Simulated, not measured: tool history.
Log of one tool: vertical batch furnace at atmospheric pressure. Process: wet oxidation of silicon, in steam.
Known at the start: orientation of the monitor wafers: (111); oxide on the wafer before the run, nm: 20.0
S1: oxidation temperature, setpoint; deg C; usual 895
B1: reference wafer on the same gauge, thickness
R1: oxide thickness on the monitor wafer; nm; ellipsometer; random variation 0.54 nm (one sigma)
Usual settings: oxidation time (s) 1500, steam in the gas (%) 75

Run 1, hour 0.0: usual settings but S1 909 deg C, oxidation time (s) 1650; B1 103.61. Result: R1 116.44 nm.
Run 2, hour 96.4: usual settings; B1 103.55. Result: R1 93.94 nm.
Run 3, hour 186.4: usual settings; B1 103.31. Result: R1 93.56 nm.
Run 4, hour 290.1: usual settings; B1 103.31. Result: R1 94.89 nm.
Run 5, hour 346.8: usual settings; B1 103.41. Result: R1 94.22 nm.
Run 6, hour 388.3: usual settings; B1 103.35. Result: R1 94.19 nm.
Run 7, hour 428.0: usual settings; B1 103.33. Result: R1 94.75 nm.
Run 8, hour 494.4: usual settings; B1 103.45. Result: R1 94.86 nm.
Run 9, hour 818.2: usual settings but steam in the gas (%) 70; B1 103.66. Result: R1 90.31 nm.
Run 10, hour 1065.0: usual settings but steam in the gas (%) 70; B1 103.52. Result: R1 92.07 nm.
At hour 1090.2: gauge calibrated.
Run 11, hour 1118.6: usual settings; B1 103.40. Result: R1 96.79 nm.
Run 12, hour 1204.8: usual settings; B1 103.50. Result: R1 96.32 nm.
At hour 1246.4: thermocouples replaced and temperature profile calibrated.
Run 13, hour 1272.6: usual settings; B1 103.58. Result: R1 99.61 nm.
Run 14, hour 1346.5: usual settings; B1 103.49. Result: R1 97.98 nm.
Run 15, hour 1394.1: usual settings; B1 103.46. Result: R1 98.95 nm.
Run 16, hour 1496.6: usual settings; B1 103.60. Result: R1 98.95 nm.
Run 17, hour 1599.4: usual settings but oxidation time (s) 1890, steam in the gas (%) 78; B1 103.26. Result: R1 119.13 nm.
Run 18, hour 1662.3: usual settings but S1 872 deg C, oxidation time (s) 960, steam in the gas (%) 86; B1 103.45. Result: R1 61.56 nm.
At hour 1709.1: thermocouples replaced and temperature profile calibrated, repeated, since the last time left the tool worse.
Run 19, hour 1719.2: usual settings but S1 883 deg C, oxidation time (s) 1890, steam in the gas (%) 81; B1 103.38. Result: R1 100.03 nm.
Run 20, hour 1770.7: usual settings but oxidation time (s) 1890, steam in the gas (%) 78; B1 103.56. Result: R1 112.31 nm.
Run 21, hour 1877.2: usual settings but S1 903 deg C, oxidation time (s) 2100, steam in the gas (%) 84; B1 103.57. Result: R1 140.85 nm.
Run 22, hour 1932.6: usual settings but S1 912 deg C, oxidation time (s) 1110, steam in the gas (%) 83; B1 103.39. Result: R1 96.12 nm.
Run 23, hour 1975.1: usual settings; B1 103.45. Result: R1 91.90 nm.
Run 24, hour 2042.2: usual settings but S1 888 deg C; B1 103.29. Result: R1 85.37 nm.
Run 25, hour 2092.1: usual settings; B1 103.43. Result: R1 92.35 nm.
Run 26, hour 2142.4: usual settings but S1 905 deg C, oxidation time (s) 930, steam in the gas (%) 66; B1 103.54. Result: R1 67.37 nm.
Run 27, hour 2244.2: usual settings but S1 885 deg C, oxidation time (s) 2130, steam in the gas (%) 81; B1 103.61. Result: R1 112.62 nm.
Run 28, hour 2284.4: usual settings; B1 103.55. Result: R1 92.17 nm.
At hour 2312.1: steam generator serviced.
Run 29, hour 2369.3: usual settings but S1 874 deg C, oxidation time (s) 900, steam in the gas (%) 83; B1 103.63. Result: R1 55.10 nm.

Forecast run 30:
Run 30, hour 2465.2: usual settings but oxidation time (s) 1800; B1 ?. Result: R1 ?.

B1: 103.28
R1: 105.27 nm
Without the tool's hidden state the same run would have given R1 104.64 nm.

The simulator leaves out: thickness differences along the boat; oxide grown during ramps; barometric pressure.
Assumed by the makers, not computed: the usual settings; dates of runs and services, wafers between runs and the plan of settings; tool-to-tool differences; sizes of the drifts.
